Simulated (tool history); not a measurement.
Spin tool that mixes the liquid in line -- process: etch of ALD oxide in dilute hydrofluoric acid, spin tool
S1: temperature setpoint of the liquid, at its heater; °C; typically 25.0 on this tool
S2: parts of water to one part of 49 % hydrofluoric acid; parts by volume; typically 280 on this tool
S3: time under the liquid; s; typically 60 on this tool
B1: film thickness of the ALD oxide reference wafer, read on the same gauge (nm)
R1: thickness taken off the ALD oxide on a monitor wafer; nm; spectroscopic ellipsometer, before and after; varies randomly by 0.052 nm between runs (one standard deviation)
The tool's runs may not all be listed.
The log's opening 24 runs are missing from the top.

run,hour,S1,S2,S3,B1,R1
# hour 1242.2: gauge calibrated
25,1285.4,25.0,280,60,90.002,5.414
26,1357.4,25.0,340,70,90.007,4.889
27,1415.0,25.0,280,60,90.026,5.372
28,1485.2,25.0,205,80,90.015,10.820
29,1579.2,21.5,190,50,90.043,6.486
30,1644.6,25.0,280,60,90.015,5.516
31,1714.4,25.0,280,60,90.003,5.531
32,1764.5,27.5,345,35,90.053,2.617
# hour 1795.0: hydrofluoric acid flow meter replaced
33,1797.5,30.0,280,95,90.047,10.603

Predict each of these 5 candidate next runs independently; none follows another, all start after run 33:
A,1797.9,25.0,320,60,?,?
B,1797.9,20.0,180,80,?,?
C,1797.9,25.0,150,60,?,?
D,1797.9,25.0,280,40,?,?
E,1797.9,29.0,280,60,?,?

run,B1,R1
A,90.021,4.646
B,90.021,10.643
C,90.021,11.965
D,90.021,3.689
E,90.021,6.317
Without the tool's unlogged condition, the same runs would have read:
run,R1
A,4.364
B,9.900
C,11.155
D,3.460
E,5.943
